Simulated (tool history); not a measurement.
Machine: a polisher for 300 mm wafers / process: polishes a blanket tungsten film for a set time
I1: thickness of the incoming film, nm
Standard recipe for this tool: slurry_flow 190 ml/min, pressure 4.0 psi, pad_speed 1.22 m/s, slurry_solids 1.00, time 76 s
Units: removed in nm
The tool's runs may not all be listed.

run 1 hour=0.0 | slurry_flow=190 pressure=4.0 pad_speed=1.46 slurry_solids=0.85 time=76 | I1=1431.2 | removed=417.3
run 2 hour=45.7 | slurry_flow=190 pressure=4.0 pad_speed=1.22 slurry_solids=1.00 time=76 | I1=1427.9 | removed=354.2
run 3 hour=71.5 | slurry_flow=190 pressure=4.0 pad_speed=1.22 slurry_solids=1.00 time=76 | I1=1453.6 | removed=364.4
-- hour=82.9 slurry blender recalibrated
run 4 hour=96.4 | slurry_flow=190 pressure=4.0 pad_speed=1.22 slurry_solids=0.75 time=84 | I1=1429.1 | removed=364.4
-- hour=117.1 worn pad replaced by a new one
run 5 hour=138.4 | slurry_flow=190 pressure=4.0 pad_speed=1.22 slurry_solids=0.75 time=84 | I1=1414.0 | removed=357.0
-- hour=158.6 slurry tank refilled with fresh slurry and peroxide
run 6 hour=209.3 | slurry_flow=190 pressure=4.0 pad_speed=1.22 slurry_solids=0.75 time=84 | I1=1454.5 | removed=368.1
-- hour=251.2 head pressure recalibrated
run 7 hour=270.2 | slurry_flow=190 pressure=4.0 pad_speed=1.22 slurry_solids=0.90 time=76 | I1=1438.1 | removed=351.3
-- hour=287.3 worn pad replaced by a new one
-- hour=300.8 slurry blender recalibrated
run 8 hour=309.7 | slurry_flow=150 pressure=4.0 pad_speed=1.22 slurry_solids=1.00 time=76 | I1=1436.7 | removed=334.7
-- hour=325.1 slurry tank refilled with fresh slurry and peroxide
-- hour=348.4 slurry nozzle cleaned
run 9 hour=353.8 | slurry_flow=150 pressure=4.0 pad_speed=1.22 slurry_solids=1.00 time=76 | I1=1458.2 | removed=371.5
run 10 hour=392.1 | slurry_flow=225 pressure=4.9 pad_speed=1.22 slurry_solids=1.00 time=96 | I1=1444.1 | removed=610.9

Run 11 has not been measured yet. What should we expect?
-- hour=438.0 worn pad replaced by a new one
run 11 hour=440.6 | slurry_flow=190 pressure=4.0 pad_speed=1.02 slurry_solids=1.00 time=76 | I1=1428.5 | removed=?

removed: 315.8 nm
Had the tool carried no hidden state, the very same run would have given removed 326.1 nm.
